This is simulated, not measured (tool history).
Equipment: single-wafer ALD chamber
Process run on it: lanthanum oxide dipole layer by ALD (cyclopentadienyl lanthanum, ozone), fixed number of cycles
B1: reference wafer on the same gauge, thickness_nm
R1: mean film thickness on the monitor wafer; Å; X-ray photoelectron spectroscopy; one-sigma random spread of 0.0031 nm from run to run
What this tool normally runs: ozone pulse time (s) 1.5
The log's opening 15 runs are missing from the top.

run 16 hour=339.4 | ozone_pulse_time_(s)=1.71 | B1=0.544 | R1=5.73
run 17 hour=356.5 | ozone_pulse_time_(s)=1.27 | B1=0.544 | R1=5.35
run 18 hour=376.5 | ozone_pulse_time_(s)=1.5 | B1=0.545 | R1=5.64
run 19 hour=391.3 | ozone_pulse_time_(s)=1.89 | B1=0.545 | R1=5.8
run 20 hour=405.2 | ozone_pulse_time_(s)=2.07 | B1=0.545 | R1=5.88
run 21 hour=431.8 | ozone_pulse_time_(s)=1.66 | B1=0.546 | R1=5.83
run 22 hour=447.3 | ozone_pulse_time_(s)=1.5 | B1=0.546 | R1=5.66
run 23 hour=460.4 | ozone_pulse_time_(s)=1.96 | B1=0.546 | R1=5.92
run 24 hour=473.4 | ozone_pulse_time_(s)=1.1 | B1=0.546 | R1=5.07
run 25 hour=493.6 | ozone_pulse_time_(s)=1.84 | B1=0.547 | R1=5.87
run 26 hour=514.6 | ozone_pulse_time_(s)=1.73 | B1=0.547 | R1=5.86

Run 27, settings as shown, results not yet in. Your forecast:
-- hour=551.7 thermocouple changed; heater temperature recalibrated
run 27 hour=552.2 | ozone_pulse_time_(s)=1.5 | B1=? | R1=?

{"run 27": {"B1": 0.549, "R1": 5.62}}
The same run, on a tool lacking any hidden state, would have yielded R1 5.54 Å.

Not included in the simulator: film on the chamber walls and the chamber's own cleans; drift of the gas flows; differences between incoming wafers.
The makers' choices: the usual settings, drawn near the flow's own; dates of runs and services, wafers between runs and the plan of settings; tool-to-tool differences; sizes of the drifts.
